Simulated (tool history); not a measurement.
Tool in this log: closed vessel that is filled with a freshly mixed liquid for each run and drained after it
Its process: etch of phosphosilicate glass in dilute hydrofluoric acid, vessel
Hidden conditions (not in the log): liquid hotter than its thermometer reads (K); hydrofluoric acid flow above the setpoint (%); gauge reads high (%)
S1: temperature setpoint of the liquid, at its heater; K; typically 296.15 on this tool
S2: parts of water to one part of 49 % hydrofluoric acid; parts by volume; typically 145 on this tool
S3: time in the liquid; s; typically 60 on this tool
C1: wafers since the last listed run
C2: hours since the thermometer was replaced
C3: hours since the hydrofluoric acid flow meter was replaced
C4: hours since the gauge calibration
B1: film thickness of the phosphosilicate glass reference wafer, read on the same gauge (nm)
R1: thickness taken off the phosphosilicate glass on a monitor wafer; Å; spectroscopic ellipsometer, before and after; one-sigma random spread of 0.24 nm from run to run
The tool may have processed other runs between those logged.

{"run": 1, "day": 0.0, "S1": 296.15, "S2": 120, "S3": 60, "C1": 0, "C2": 2382.8, "C3": 1562.7, "C4": 15.8, "B1": 110.0, "R1": 749.6}
{"run": 2, "day": 0.733, "S1": 296.15, "S2": 120, "S3": 60, "C1": 1597, "C2": 2400.4, "C3": 1580.3, "C4": 33.4, "B1": 109.99, "R1": 745.4}
{"run": 3, "day": 1.679, "S1": 296.15, "S2": 120, "S3": 60, "C1": 2061, "C2": 2423.1, "C3": 1603.0, "C4": 56.1, "B1": 110.02, "R1": 751.4}
{"run": 4, "day": 2.5, "S1": 296.15, "S2": 145, "S3": 85, "C1": 1788, "C2": 2442.8, "C3": 1622.7, "C4": 75.8, "B1": 110.01, "R1": 851.9}
{"run": 5, "day": 3.367, "S1": 296.15, "S2": 145, "S3": 85, "C1": 1888, "C2": 2463.6, "C3": 1643.5, "C4": 96.6, "B1": 110.0, "R1": 851.8}
{"run": 6, "day": 4.175, "S1": 296.15, "S2": 145, "S3": 60, "C1": 1761, "C2": 2483.0, "C3": 1662.9, "C4": 116.0, "B1": 110.0, "R1": 604.6}
{"run": 7, "day": 5.367, "S1": 296.15, "S2": 145, "S3": 60, "C1": 2596, "C2": 2511.6, "C3": 1691.5, "C4": 144.6, "B1": 110.01, "R1": 606.9}
{"run": 8, "day": 6.762, "S1": 296.15, "S2": 145, "S3": 60, "C1": 3041, "C2": 2545.1, "C3": 1725.0, "C4": 178.1, "B1": 110.01, "R1": 601.8}
{"run": 9, "day": 7.342, "S1": 296.15, "S2": 145, "S3": 60, "C1": 1262, "C2": 2559.0, "C3": 1738.9, "C4": 192.0, "B1": 110.02, "R1": 605.9}
{"run": 10, "day": 8.725, "S1": 296.15, "S2": 145, "S3": 60, "C1": 3014, "C2": 2592.2, "C3": 1772.1, "C4": 225.2, "B1": 110.01, "R1": 605.4}
{"run": 11, "day": 9.446, "S1": 294.15, "S2": 145, "S3": 60, "C1": 1570, "C2": 2609.5, "C3": 1789.4, "C4": 242.5, "B1": 109.99, "R1": 558.3}
{"run": 12, "day": 10.033, "S1": 294.15, "S2": 145, "S3": 60, "C1": 1280, "C2": 2623.6, "C3": 1803.5, "C4": 256.6, "B1": 109.98, "R1": 557.9}
{"run": 13, "day": 10.692, "S1": 296.15, "S2": 145, "S3": 60, "C1": 1434, "C2": 2639.4, "C3": 1819.3, "C4": 272.4, "B1": 110.01, "R1": 606.9}
{"run": 14, "day": 12.096, "S1": 299.15, "S2": 115, "S3": 85, "C1": 3059, "C2": 2673.1, "C3": 1853.0, "C4": 306.1, "B1": 109.97, "R1": 1255.1}
{"run": 15, "day": 13.038, "S1": 298.65, "S2": 165, "S3": 50, "C1": 2051, "C2": 2695.7, "C3": 1875.6, "C4": 328.7, "B1": 109.99, "R1": 477.3}
{"day": 14.408, "done": "thermometer replaced"}
{"run": 16, "day": 14.433, "S1": 292.65, "S2": 110, "S3": 90, "C1": 2950, "C2": 0.6, "C3": 1909.1, "C4": 362.2, "B1": 110.03, "R1": 1002.2}
{"run": 17, "day": 15.446, "S1": 296.15, "S2": 145, "S3": 60, "C1": 2206, "C2": 24.9, "C3": 1933.4, "C4": 386.5, "B1": 110.01, "R1": 553.7}
{"day": 16.725, "done": "gauge calibrated"}
{"run": 18, "day": 17.942, "S1": 296.15, "S2": 145, "S3": 30, "C1": 5438, "C2": 84.8, "C3": 1993.3, "C4": 29.2, "B1": 110.03, "R1": 278.4}
{"day": 17.988, "done": "hydrofluoric acid flow meter replaced"}
{"run": 19, "day": 18.692, "S1": 300.65, "S2": 145, "S3": 70, "C1": 1543, "C2": 102.8, "C3": 16.9, "C4": 47.2, "B1": 109.97, "R1": 769.4}
{"run": 20, "day": 19.679, "S1": 296.15, "S2": 190, "S3": 45, "C1": 2151, "C2": 126.5, "C3": 40.6, "C4": 70.9, "B1": 110.02, "R1": 303.1}
{"run": 21, "day": 20.908, "S1": 296.15, "S2": 145, "S3": 60, "C1": 2678, "C2": 156.0, "C3": 70.1, "C4": 100.4, "B1": 110.03, "R1": 554.0}
{"run": 22, "day": 21.604, "S1": 296.15, "S2": 85, "S3": 60, "C1": 1516, "C2": 172.7, "C3": 86.8, "C4": 117.1, "B1": 110.0, "R1": 1016.7}
{"run": 23, "day": 22.321, "S1": 292.15, "S2": 145, "S3": 35, "C1": 1561, "C2": 189.9, "C3": 104.0, "C4": 134.3, "B1": 109.97, "R1": 276.9}
{"run": 24, "day": 23.675, "S1": 298.15, "S2": 145, "S3": 90, "C1": 2950, "C2": 222.4, "C3": 136.5, "C4": 166.8, "B1": 110.02, "R1": 906.1}

Each row is a separate what-if for the run after 24, all from the same tool condition, not one after another. Results?
{"run": "A", "day": 23.704, "S1": 296.15, "S2": 145, "S3": 60, "C1": 63, "C2": 223.1, "C3": 137.2, "C4": 167.5, "B1": "?", "R1": "?"}
{"run": "B", "day": 23.704, "S1": 293.65, "S2": 145, "S3": 60, "C1": 63, "C2": 223.1, "C3": 137.2, "C4": 167.5, "B1": "?", "R1": "?"}
{"run": "C", "day": 23.704, "S1": 297.65, "S2": 90, "S3": 50, "C1": 63, "C2": 223.1, "C3": 137.2, "C4": 167.5, "B1": "?", "R1": "?"}
{"run": "D", "day": 23.704, "S1": 298.65, "S2": 145, "S3": 30, "C1": 63, "C2": 223.1, "C3": 137.2, "C4": 167.5, "B1": "?", "R1": "?"}

run=A B1=109.99 R1=558.4
run=B B1=109.99 R1=506.5
run=C B1=109.99 R1=849.4
run=D B1=109.99 R1=307.1
With no hidden state in the tool, these same runs would have given:
run=A R1=546.4
run=B R1=495.4
run=C R1=830.8
run=D R1=300.7
